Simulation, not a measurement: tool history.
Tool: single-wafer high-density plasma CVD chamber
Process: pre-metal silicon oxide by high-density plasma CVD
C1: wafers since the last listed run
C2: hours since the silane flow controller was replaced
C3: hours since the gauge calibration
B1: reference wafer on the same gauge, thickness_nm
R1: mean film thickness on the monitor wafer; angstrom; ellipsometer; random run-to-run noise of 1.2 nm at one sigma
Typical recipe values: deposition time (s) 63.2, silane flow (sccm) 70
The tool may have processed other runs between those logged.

Run 1, day 0: usual settings but deposition time (s) 67.1; C1 0; C2 2428.5; C3 118.9; B1 389.733. Result: R1 4925.67 angstrom.
Run 2, day 1.158: usual settings but deposition time (s) 67.1; C1 648; C2 2456.3; C3 146.7; B1 390.549. Result: R1 4963.38 angstrom.
Run 3, day 2.121: usual settings; C1 539; C2 2479.4; C3 169.8; B1 391.103. Result: R1 4662.47 angstrom.
Run 4, day 3.333: usual settings; C1 679; C2 2508.5; C3 198.9; B1 391.597. Result: R1 4645.94 angstrom.
Run 5, day 3.925: usual settings; C1 331; C2 2522.7; C3 213.1; B1 391.463. Result: R1 4660.74 angstrom.
Run 6, day 4.621: usual settings; C1 389; C2 2539.4; C3 229.8; B1 392.344. Result: R1 4660.28 angstrom.
Run 7, day 6.054: usual settings; C1 802; C2 2573.8; C3 264.2; B1 392.835. Result: R1 4650.14 angstrom.
Run 8, day 6.746: usual settings; C1 387; C2 2590.4; C3 280.8; B1 393.144. Result: R1 4686.65 angstrom.
Run 9, day 7.654: usual settings; C1 508; C2 2612.2; C3 302.6; B1 392.947. Result: R1 4696.81 angstrom.
Run 10, day 8.492: usual settings; C1 469; C2 2632.3; C3 322.7; B1 393.568. Result: R1 4684.47 angstrom.
Run 11, day 9.567: usual settings; C1 602; C2 2658.1; C3 348.5; B1 393.511. Result: R1 4687.94 angstrom.
Run 12, day 10.217: usual settings but deposition time (s) 55.2; C1 364; C2 2673.7; C3 364.1; B1 393.809. Result: R1 4100.44 angstrom.
At day 11.204: silane flow controller replaced.
Run 13, day 11.342: usual settings but deposition time (s) 66.8, silane flow (sccm) 62; C1 443; C2 3.3; C3 391.1; B1 394.233. Result: R1 4585.6 angstrom.
Run 14, day 12.117: usual settings but deposition time (s) 66.8, silane flow (sccm) 62; C1 434; C2 21.9; C3 409.7; B1 394.203. Result: R1 4578.58 angstrom.
Run 15, day 12.971: usual settings; C1 478; C2 42.4; C3 430.2; B1 393.942. Result: R1 4684.51 angstrom.
Run 16, day 14.25: usual settings; C1 716; C2 73.1; C3 460.9; B1 394.221. Result: R1 4690.62 angstrom.
Run 17, day 15.329: usual settings; C1 604; C2 99; C3 486.8; B1 394.375. Result: R1 4707.56 angstrom.
Run 18, day 15.846: usual settings; C1 289; C2 111.4; C3 499.2; B1 394.587. Result: R1 4684.37 angstrom.
Run 19, day 16.842: usual settings but deposition time (s) 57.6, silane flow (sccm) 66; C1 557; C2 135.3; C3 523.1; B1 394.697. Result: R1 4111.01 angstrom.
Run 20, day 17.658: usual settings but silane flow (sccm) 75; C1 457; C2 154.9; C3 542.7; B1 394.992. Result: R1 4907.89 angstrom.
Run 21, day 18.558: usual settings; C1 504; C2 176.5; C3 564.3; B1 394.877. Result: R1 4675.71 angstrom.

For run 22, what comes out?
Run 22, day 19.779: usual settings but deposition time (s) 55.4, silane flow (sccm) 62; C1 683; C2 205.8; C3 593.6; B1 ?. Result: R1 ?.

B1: 394.769
R1: 3801.49 angstrom
Take away the tool's hidden state, keep the run-to-run variation as it was, and the same run would have given R1 3714.44 angstrom.

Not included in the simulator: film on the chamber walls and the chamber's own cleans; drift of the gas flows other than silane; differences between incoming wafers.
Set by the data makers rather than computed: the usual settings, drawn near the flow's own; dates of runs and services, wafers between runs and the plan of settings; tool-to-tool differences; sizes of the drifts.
